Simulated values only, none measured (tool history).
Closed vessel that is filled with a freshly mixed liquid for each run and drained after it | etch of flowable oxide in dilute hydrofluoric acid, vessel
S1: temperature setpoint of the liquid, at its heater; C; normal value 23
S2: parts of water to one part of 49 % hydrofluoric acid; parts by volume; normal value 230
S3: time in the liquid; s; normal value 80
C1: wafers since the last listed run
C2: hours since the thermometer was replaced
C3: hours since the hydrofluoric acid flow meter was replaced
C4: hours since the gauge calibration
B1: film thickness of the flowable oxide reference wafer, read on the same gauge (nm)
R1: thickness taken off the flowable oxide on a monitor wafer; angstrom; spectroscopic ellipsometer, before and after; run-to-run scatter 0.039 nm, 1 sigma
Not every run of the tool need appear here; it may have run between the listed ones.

run	day	S1	S2	S3	C1	C2	C3	C4	B1	R1
1	0	23	280	80	0	368.9	1738.9	1004.8	61.35	83.4
2	0.858	23	280	80	2666	389.5	1759.5	1025.4	61.38	84.1
3	2.217	23	280	80	4220	422.1	1792.1	1058	61.5	83.5
4	3.229	23	315	65	3145	446.4	1816.4	1082.3	61.56	58.7
5	4.338	23	230	80	3443	473	1843	1108.9	61.6	108.5
6	5.617	23	230	80	3974	503.7	1873.7	1139.6	61.72	107.5
7	6.938	23	230	80	4103	535.4	1905.4	1171.3	61.83	107.8
8	8.354	23	230	80	4401	569.4	1939.4	1205.3	61.94	108.2
9	8.912	23	230	80	1734	582.8	1952.8	1218.7	61.97	108.2
10	10.058	19	275	80	3560	610.3	1980.3	1246.2	62.07	74.9
11	10.788	19	275	80	2265	627.8	1997.8	1263.7	62.07	75.1
# day 11.133: gauge calibrated
12	11.688	23	230	120	2796	649.4	2019.4	13.3	60.01	156.9
# day 12.604: hydrofluoric acid flow meter replaced
13	12.95	21	230	95	3793	679.7	8.3	43.6	60.02	115
14	13.85	23	230	80	2796	701.3	29.9	65.2	59.98	103.8
15	15.262	23	230	80	4388	735.2	63.8	99.1	59.98	105.2
16	16.433	25	180	60	3637	763.3	91.9	127.2	59.96	114.2
17	17.875	20	230	120	4479	797.9	126.5	161.8	59.99	140.2
18	19.183	20	170	50	4065	829.3	157.9	193.2	59.98	83.9
19	20.05	23	165	80	2692	850.1	178.7	214	60.06	156.4
20	21.054	23	230	30	3120	874.2	202.8	238.1	60.04	39.4
21	21.888	23	230	80	2589	894.2	222.8	258.1	60.03	105.1
22	23.133	23	230	60	3870	924.1	252.7	288	60.06	79.4
23	23.654	23	290	80	1618	936.6	265.2	300.5	60.12	78.4
# day 24.417: thermometer replaced
24	24.625	18.5	280	100	2886	5	288.5	323.8	60.08	87.5
25	25.954	21.5	340	130	4129	36.9	320.4	355.7	60.11	98
26	26.504	23	275	55	1708	50.1	333.6	368.9	60.13	57.7
27	27.65	20	260	110	3560	77.6	361.1	396.4	60.2	110.9
28	28.158	26	230	80	1579	89.8	373.3	408.6	60.2	117.1
29	28.825	20	260	110	2071	105.8	389.3	424.6	60.2	111.5
30	30.217	23	230	80	4324	139.2	422.7	458	60.25	105.2
31	30.825	23	230	80	1890	153.8	437.3	472.6	60.26	105.1
32	31.783	23	140	80	2977	176.8	460.3	495.6	60.33	190.1
33	33.058	23	310	60	3961	207.4	490.9	526.2	60.36	54.2

For each run, the measured value with the value that run would have given without the tool's hidden condition subtracted. The run-to-run variation is shared by both, the gauge scatter possibly not:
Hidden conditions of the tool in this case: liquid colder than its thermometer reads (K); hydrofluoric acid flow above the setpoint (%); gauge reads high (%).
run	R1
1	+1.8
2	+1.9
3	+2
4	+1.5
5	+2.8
6	+3
7	+3.1
8	+3.3
9	+3.4
10	+2.5
11	+2.5
12	-0.1
13	-0.1
14	+0
15	-0.1
16	+0
17	+0
18	+0
19	+0.1
20	+0.1
21	+0.1
22	+0.1
23	+0.1
24	+0.2
25	+0.2
26	+0.2
27	+0.3
28	+0.3
29	+0.4
30	+0.4
31	+0.5
32	+0.9
33	+0.3

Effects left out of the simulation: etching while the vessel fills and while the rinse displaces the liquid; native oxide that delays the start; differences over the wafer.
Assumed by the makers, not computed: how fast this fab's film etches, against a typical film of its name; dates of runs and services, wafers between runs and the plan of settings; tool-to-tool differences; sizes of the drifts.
